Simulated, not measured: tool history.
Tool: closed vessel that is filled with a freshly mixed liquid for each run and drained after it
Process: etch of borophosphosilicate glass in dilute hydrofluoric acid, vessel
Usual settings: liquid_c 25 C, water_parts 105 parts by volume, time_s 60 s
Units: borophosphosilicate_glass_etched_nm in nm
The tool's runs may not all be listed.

run,hour,liquid_c,water_parts,time_s,wafers since the last listed run,hours since the thermometer was replaced,hours since the hydrofluoric acid flow meter was replaced,hours since the gauge calibration,"read-back film thickness of the borophosphosilicate glass reference wafer, read on the same gauge (nm)",borophosphosilicate_glass_etched_nm
1,0,25,105,60,0,1704,1087.9,301.8,30.01,25.25
2,27.7,27.5,105,60,2653,1731.7,1115.6,329.5,29.99,27.96
3,52.8,27.5,105,60,2404,1756.8,1140.7,354.6,29.99,28.08
4,77.9,25,105,60,2404,1781.9,1165.8,379.7,29.99,25.15
5,92.2,25,105,60,1369,1796.2,1180.1,394,30,24.99
6,114.3,25,105,60,2117,1818.3,1202.2,416.1,30,25.02
7,138,25,105,60,2270,1842,1225.9,439.8,29.97,25.11
8,151,25,105,60,1245,1855,1238.9,452.8,29.98,25.22
9,183.6,25,105,60,3122,1887.6,1271.5,485.4,30.02,25.94
10,200.1,25,105,80,1580,1904.1,1288,501.9,30.01,33.81
11,226.8,25,105,80,2557,1930.8,1314.7,528.6,29.99,34.1
12,256.4,25,105,80,2835,1960.4,1344.3,558.2,30.02,33.74
13,272.3,21.5,90,60,1523,1976.3,1360.2,574.1,29.99,26.51
14,288.2,21.5,90,60,1523,1992.2,1376.1,590,29.99,26.66
# hour 295.7: gauge calibrated
15,310.7,22.5,105,30,2155,2014.7,1398.6,15,30.01,11.71
16,332.4,25,105,35,2078,2036.4,1420.3,36.7,29.99,14.8
17,359.6,22.5,125,75,2605,2063.6,1447.5,63.9,30,23.97
# hour 376.7: hydrofluoric acid flow meter replaced
# hour 381.8: thermometer replaced
18,382.3,25,145,60,1982,0.5,5.6,86.6,29.98,15.61

Forecast run 19:
19,396.1,29,105,60,1321,14.3,19.4,100.4,?,?

Run 19 gave read-back film thickness of the borophosphosilicate glass reference wafer, read on the same gauge (nm) 29.98, borophosphosilicate_glass_etched_nm 26.79 nm.
Without the tool's hidden state the same run would have given borophosphosilicate_glass_etched_nm 26.73 nm.

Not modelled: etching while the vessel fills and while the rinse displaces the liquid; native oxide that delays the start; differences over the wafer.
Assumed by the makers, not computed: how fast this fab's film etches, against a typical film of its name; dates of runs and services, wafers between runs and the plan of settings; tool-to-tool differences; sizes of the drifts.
